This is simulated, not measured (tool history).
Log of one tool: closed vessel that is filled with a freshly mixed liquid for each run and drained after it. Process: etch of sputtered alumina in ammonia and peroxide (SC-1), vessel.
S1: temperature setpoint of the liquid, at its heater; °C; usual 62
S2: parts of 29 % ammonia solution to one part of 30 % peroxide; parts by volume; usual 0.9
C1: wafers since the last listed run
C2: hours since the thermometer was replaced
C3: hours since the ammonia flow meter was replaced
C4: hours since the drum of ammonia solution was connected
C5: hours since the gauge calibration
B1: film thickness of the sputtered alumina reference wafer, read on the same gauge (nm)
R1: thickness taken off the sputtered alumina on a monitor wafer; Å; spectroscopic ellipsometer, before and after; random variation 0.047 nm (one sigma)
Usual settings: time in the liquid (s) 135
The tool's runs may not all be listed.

{"run": 1, "day": 0.0, "S1": 62, "S2": 0.9, "time in the liquid (s)": 135, "C1": 0, "C2": 1794.1, "C3": 1052, "C4": 876.5, "C5": 272.1, "B1": 140.02, "R1": 103.2}
{"run": 2, "day": 1.092, "S1": 62, "S2": 0.9, "time in the liquid (s)": 135, "C1": 3412, "C2": 1820.3, "C3": 1078.2, "C4": 902.7, "C5": 298.3, "B1": 139.98, "R1": 103.2}
{"run": 3, "day": 2.2, "S1": 65, "S2": 0.7, "time in the liquid (s)": 135, "C1": 3464, "C2": 1846.9, "C3": 1104.8, "C4": 929.3, "C5": 324.9, "B1": 140, "R1": 116.9}
{"run": 4, "day": 3.258, "S1": 65, "S2": 0.7, "time in the liquid (s)": 135, "C1": 3307, "C2": 1872.3, "C3": 1130.2, "C4": 954.7, "C5": 350.3, "B1": 139.99, "R1": 116.7}
{"run": 5, "day": 4.183, "S1": 62, "S2": 0.9, "time in the liquid (s)": 135, "C1": 2891, "C2": 1894.5, "C3": 1152.4, "C4": 976.9, "C5": 372.5, "B1": 139.99, "R1": 102.9}
{"day": 4.962, "done": "thermometer replaced"}
{"day": 5.371, "done": "new drum of ammonia solution connected"}
{"run": 6, "day": 5.496, "S1": 62, "S2": 0.9, "time in the liquid (s)": 135, "C1": 3841, "C2": 12.8, "C3": 1183.9, "C4": 3, "C5": 404, "B1": 140, "R1": 115.9}
{"day": 5.921, "done": "ammonia flow meter replaced"}
{"day": 6.05, "done": "gauge calibrated"}
{"run": 7, "day": 6.704, "S1": 62, "S2": 0.9, "time in the liquid (s)": 135, "C1": 3646, "C2": 41.8, "C3": 18.8, "C4": 32, "C5": 15.7, "B1": 140, "R1": 114.8}
{"run": 8, "day": 7.929, "S1": 62, "S2": 0.9, "time in the liquid (s)": 135, "C1": 3828, "C2": 71.2, "C3": 48.2, "C4": 61.4, "C5": 45.1, "B1": 139.98, "R1": 114.9}
{"run": 9, "day": 8.729, "S1": 70, "S2": 1.2, "time in the liquid (s)": 55, "C1": 2500, "C2": 90.4, "C3": 67.4, "C4": 80.6, "C5": 64.3, "B1": 139.99, "R1": 71.5}
{"run": 10, "day": 10.138, "S1": 70, "S2": 0.65, "time in the liquid (s)": 180, "C1": 4401, "C2": 124.2, "C3": 101.2, "C4": 114.4, "C5": 98.1, "B1": 139.99, "R1": 219.9}
{"run": 11, "day": 11.538, "S1": 62, "S2": 0.9, "time in the liquid (s)": 135, "C1": 4375, "C2": 157.8, "C3": 134.8, "C4": 148, "C5": 131.7, "B1": 140, "R1": 114.4}
{"run": 12, "day": 12.133, "S1": 55.5, "S2": 0.9, "time in the liquid (s)": 135, "C1": 1862, "C2": 172.1, "C3": 149.1, "C4": 162.3, "C5": 146, "B1": 139.99, "R1": 81.7}

Forecast run 13:
{"run": 13, "day": 13.196, "S1": 62, "S2": 0.9, "time in the liquid (s)": 135, "C1": 3320, "C2": 197.6, "C3": 174.6, "C4": 187.8, "C5": 171.5, "B1": "?", "R1": "?"}

{"run 13": {"B1": 140.01, "R1": 113.1}}
Without the tool's hidden state the same run would have given R1 114.7 Å.
